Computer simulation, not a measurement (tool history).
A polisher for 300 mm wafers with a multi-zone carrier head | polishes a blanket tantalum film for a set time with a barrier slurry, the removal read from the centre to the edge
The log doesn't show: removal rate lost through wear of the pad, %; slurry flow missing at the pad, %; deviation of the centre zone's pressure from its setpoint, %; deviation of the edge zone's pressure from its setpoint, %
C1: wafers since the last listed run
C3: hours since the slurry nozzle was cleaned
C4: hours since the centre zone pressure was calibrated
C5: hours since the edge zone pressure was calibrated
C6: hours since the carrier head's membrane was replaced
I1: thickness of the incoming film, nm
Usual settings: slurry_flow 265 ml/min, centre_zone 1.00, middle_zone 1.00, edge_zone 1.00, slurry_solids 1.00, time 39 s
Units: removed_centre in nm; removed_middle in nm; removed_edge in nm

{"run": 1, "hour": 0.0, "slurry_flow": 265, "centre_zone": 1.0, "middle_zone": 1.0, "edge_zone": 1.0, "slurry_solids": 1.0, "time": 39, "C1": 0, "wafers polished on this pad": 686, "C3": 291.1, "C4": 407.7, "C5": 734.4, "C6": 932.0, "I1": 388.8, "removed_centre": 32.0, "removed_middle": 30.8, "removed_edge": 32.0}
{"hour": 5.6, "done": "carrier head's membrane replaced by a new one"}
{"run": 2, "hour": 16.7, "slurry_flow": 200, "centre_zone": 1.0, "middle_zone": 1.0, "edge_zone": 1.0, "slurry_solids": 1.0, "time": 39, "C1": 148, "wafers polished on this pad": 834, "C3": 307.8, "C4": 424.4, "C5": 751.1, "C6": 11.1, "I1": 392.6, "removed_centre": 29.5, "removed_middle": 28.9, "removed_edge": 29.8}
{"run": 3, "hour": 31.0, "slurry_flow": 265, "centre_zone": 1.0, "middle_zone": 1.0, "edge_zone": 1.0, "slurry_solids": 1.0, "time": 39, "C1": 180, "wafers polished on this pad": 1014, "C3": 322.1, "C4": 438.7, "C5": 765.4, "C6": 25.4, "I1": 389.8, "removed_centre": 31.0, "removed_middle": 30.1, "removed_edge": 30.9}
{"hour": 39.2, "done": "worn pad replaced by a new one"}
{"hour": 42.5, "done": "edge zone pressure recalibrated"}
{"run": 4, "hour": 43.0, "slurry_flow": 265, "centre_zone": 1.0, "middle_zone": 0.94, "edge_zone": 1.0, "slurry_solids": 0.75, "time": 50, "C1": 75, "wafers polished on this pad": 22, "C3": 334.1, "C4": 450.7, "C5": 0.5, "C6": 37.4, "I1": 381.3, "removed_centre": 38.4, "removed_middle": 36.4, "removed_edge": 38.2}
{"run": 5, "hour": 74.1, "slurry_flow": 265, "centre_zone": 1.0, "middle_zone": 1.0, "edge_zone": 1.0, "slurry_solids": 1.0, "time": 39, "C1": 393, "wafers polished on this pad": 415, "C3": 365.2, "C4": 481.8, "C5": 31.6, "C6": 68.5, "I1": 398.4, "removed_centre": 31.6, "removed_middle": 31.2, "removed_edge": 32.4}
{"run": 6, "hour": 80.7, "slurry_flow": 265, "centre_zone": 1.0, "middle_zone": 1.0, "edge_zone": 1.0, "slurry_solids": 1.0, "time": 39, "C1": 83, "wafers polished on this pad": 499, "C3": 371.8, "C4": 488.4, "C5": 38.2, "C6": 75.1, "I1": 390.5, "removed_centre": 31.5, "removed_middle": 30.5, "removed_edge": 32.0}
{"run": 7, "hour": 91.9, "slurry_flow": 265, "centre_zone": 0.91, "middle_zone": 1.0, "edge_zone": 1.0, "slurry_solids": 0.8, "time": 39, "C1": 141, "wafers polished on this pad": 640, "C3": 383.0, "C4": 499.6, "C5": 49.4, "C6": 86.3, "I1": 382.2, "removed_centre": 27.2, "removed_middle": 28.7, "removed_edge": 29.5}
{"run": 8, "hour": 100.2, "slurry_flow": 265, "centre_zone": 1.0, "middle_zone": 1.0, "edge_zone": 0.88, "slurry_solids": 1.1, "time": 39, "C1": 105, "wafers polished on this pad": 745, "C3": 391.3, "C4": 507.9, "C5": 57.7, "C6": 94.6, "I1": 385.6, "removed_centre": 31.9, "removed_middle": 31.6, "removed_edge": 30.4}
{"run": 9, "hour": 116.4, "slurry_flow": 185, "centre_zone": 1.0, "middle_zone": 1.0, "edge_zone": 1.07, "slurry_solids": 1.0, "time": 39, "C1": 204, "wafers polished on this pad": 950, "C3": 407.5, "C4": 524.1, "C5": 73.9, "C6": 110.8, "I1": 388.5, "removed_centre": 28.6, "removed_middle": 27.9, "removed_edge": 29.8}
{"hour": 123.9, "done": "centre zone pressure recalibrated"}
{"run": 10, "hour": 126.7, "slurry_flow": 265, "centre_zone": 1.0, "middle_zone": 1.0, "edge_zone": 1.0, "slurry_solids": 1.0, "time": 39, "C1": 105, "wafers polished on this pad": 1055, "C3": 417.8, "C4": 2.8, "C5": 84.2, "C6": 121.1, "I1": 388.2, "removed_centre": 31.1, "removed_middle": 30.5, "removed_edge": 30.6}
{"hour": 132.4, "done": "slurry nozzle cleaned"}
{"hour": 143.3, "done": "worn pad replaced by a new one"}
{"run": 11, "hour": 143.9, "slurry_flow": 175, "centre_zone": 1.0, "middle_zone": 1.0, "edge_zone": 1.0, "slurry_solids": 1.0, "time": 39, "C1": 154, "wafers polished on this pad": 7, "C3": 11.5, "C4": 20.0, "C5": 101.4, "C6": 138.3, "I1": 392.7, "removed_centre": 32.2, "removed_middle": 32.4, "removed_edge": 33.3}
{"run": 12, "hour": 151.9, "slurry_flow": 265, "centre_zone": 1.0, "middle_zone": 0.94, "edge_zone": 1.0, "slurry_solids": 1.0, "time": 49, "C1": 101, "wafers polished on this pad": 108, "C3": 19.5, "C4": 28.0, "C5": 109.4, "C6": 146.3, "I1": 390.5, "removed_centre": 43.9, "removed_middle": 40.6, "removed_edge": 42.5}
{"run": 13, "hour": 160.2, "slurry_flow": 265, "centre_zone": 1.0, "middle_zone": 1.09, "edge_zone": 1.0, "slurry_solids": 1.0, "time": 51, "C1": 105, "wafers polished on this pad": 213, "C3": 27.8, "C4": 36.3, "C5": 117.7, "C6": 154.6, "I1": 393.2, "removed_centre": 44.0, "removed_middle": 46.7, "removed_edge": 43.5}
{"run": 14, "hour": 169.8, "slurry_flow": 265, "centre_zone": 1.0, "middle_zone": 1.0, "edge_zone": 1.0, "slurry_solids": 1.0, "time": 39, "C1": 121, "wafers polished on this pad": 335, "C3": 37.4, "C4": 45.9, "C5": 127.3, "C6": 164.2, "I1": 384.9, "removed_centre": 33.3, "removed_middle": 33.1, "removed_edge": 32.4}
{"run": 15, "hour": 181.7, "slurry_flow": 320, "centre_zone": 1.0, "middle_zone": 1.0, "edge_zone": 1.03, "slurry_solids": 1.0, "time": 48, "C1": 150, "wafers polished on this pad": 485, "C3": 49.3, "C4": 57.8, "C5": 139.2, "C6": 176.1, "I1": 394.5, "removed_centre": 42.0, "removed_middle": 41.2, "removed_edge": 42.6}
{"run": 16, "hour": 195.7, "slurry_flow": 265, "centre_zone": 1.0, "middle_zone": 1.0, "edge_zone": 1.0, "slurry_solids": 1.0, "time": 39, "C1": 177, "wafers polished on this pad": 662, "C3": 63.3, "C4": 71.8, "C5": 153.2, "C6": 190.1, "I1": 389.5, "removed_centre": 32.9, "removed_middle": 32.3, "removed_edge": 32.6}
{"run": 17, "hour": 207.8, "slurry_flow": 265, "centre_zone": 1.0, "middle_zone": 0.96, "edge_zone": 1.0, "slurry_solids": 0.75, "time": 50, "C1": 153, "wafers polished on this pad": 815, "C3": 75.4, "C4": 83.9, "C5": 165.3, "C6": 202.2, "I1": 390.6, "removed_centre": 36.9, "removed_middle": 35.6, "removed_edge": 37.7}
{"run": 18, "hour": 219.8, "slurry_flow": 235, "centre_zone": 1.0, "middle_zone": 1.0, "edge_zone": 1.0, "slurry_solids": 1.0, "time": 46, "C1": 151, "wafers polished on this pad": 967, "C3": 87.4, "C4": 95.9, "C5": 177.3, "C6": 214.2, "I1": 389.3, "removed_centre": 37.4, "removed_middle": 37.3, "removed_edge": 36.8}
{"hour": 233.8, "done": "worn pad replaced by a new one"}
{"run": 19, "hour": 234.2, "slurry_flow": 265, "centre_zone": 1.0, "middle_zone": 0.92, "edge_zone": 1.0, "slurry_solids": 1.0, "time": 39, "C1": 131, "wafers polished on this pad": 5, "C3": 101.8, "C4": 110.3, "C5": 191.7, "C6": 228.6, "I1": 388.7, "removed_centre": 34.9, "removed_middle": 31.6, "removed_edge": 35.1}
{"run": 20, "hour": 244.0, "slurry_flow": 265, "centre_zone": 1.0, "middle_zone": 1.0, "edge_zone": 1.0, "slurry_solids": 1.0, "time": 39, "C1": 123, "wafers polished on this pad": 129, "C3": 111.6, "C4": 120.1, "C5": 201.5, "C6": 238.4, "I1": 389.5, "removed_centre": 34.7, "removed_middle": 33.7, "removed_edge": 33.6}
{"run": 21, "hour": 261.3, "slurry_flow": 265, "centre_zone": 1.0, "middle_zone": 1.0, "edge_zone": 0.88, "slurry_solids": 1.3, "time": 39, "C1": 218, "wafers polished on this pad": 348, "C3": 128.9, "C4": 137.4, "C5": 218.8, "C6": 255.7, "I1": 389.3, "removed_centre": 35.7, "removed_middle": 33.8, "removed_edge": 35.1}
{"run": 22, "hour": 277.7, "slurry_flow": 265, "centre_zone": 1.0, "middle_zone": 1.0, "edge_zone": 1.0, "slurry_solids": 1.0, "time": 39, "C1": 207, "wafers polished on this pad": 555, "C3": 145.3, "C4": 153.8, "C5": 235.2, "C6": 272.1, "I1": 394.0, "removed_centre": 31.9, "removed_middle": 32.1, "removed_edge": 32.7}
{"run": 23, "hour": 287.6, "slurry_flow": 265, "centre_zone": 1.0, "middle_zone": 1.0, "edge_zone": 1.0, "slurry_solids": 1.0, "time": 39, "C1": 125, "wafers polished on this pad": 680, "C3": 155.2, "C4": 163.7, "C5": 245.1, "C6": 282.0, "I1": 387.3, "removed_centre": 32.4, "removed_middle": 31.8, "removed_edge": 32.1}

Measured less the same run without the tool's hidden state. The same run-to-run variation is in both; the gauge's scatter may not be:
run=1 removed_centre=-3.9 removed_middle=-3.6 removed_edge=-3.5
run=2 removed_centre=-4.3 removed_middle=-4.0 removed_edge=-3.8
run=3 removed_centre=-4.3 removed_middle=-4.1 removed_edge=-3.9
run=4 removed_centre=-2.2 removed_middle=-2.0 removed_edge=-1.8
run=5 removed_centre=-3.6 removed_middle=-3.4 removed_edge=-3.3
run=6 removed_centre=-3.8 removed_middle=-3.6 removed_edge=-3.4
run=7 removed_centre=-3.6 removed_middle=-3.6 removed_edge=-3.4
run=8 removed_centre=-4.4 removed_middle=-4.2 removed_edge=-3.8
run=9 removed_centre=-4.9 removed_middle=-4.6 removed_edge=-4.3
run=10 removed_centre=-4.7 removed_middle=-4.4 removed_edge=-4.1
run=11 removed_centre=-0.3 removed_middle=-0.3 removed_edge=-0.3
run=12 removed_centre=-1.2 removed_middle=-1.1 removed_edge=-1.1
run=13 removed_centre=-1.9 removed_middle=-2.0 removed_edge=-1.9
run=14 removed_centre=-1.9 removed_middle=-2.0 removed_edge=-1.9
run=15 removed_centre=-3.0 removed_middle=-3.0 removed_edge=-3.0
run=16 removed_centre=-2.8 removed_middle=-2.7 removed_edge=-2.7
run=17 removed_centre=-3.4 removed_middle=-3.3 removed_edge=-3.3
run=18 removed_centre=-3.6 removed_middle=-3.7 removed_edge=-3.5
run=19 removed_centre=-0.6 removed_middle=-0.5 removed_edge=-0.5
run=20 removed_centre=-1.5 removed_middle=-1.4 removed_edge=-1.3
run=21 removed_centre=-2.5 removed_middle=-2.4 removed_edge=-2.4
run=22 removed_centre=-2.9 removed_middle=-2.8 removed_edge=-2.7
run=23 removed_centre=-3.2 removed_middle=-3.1 removed_edge=-3.0
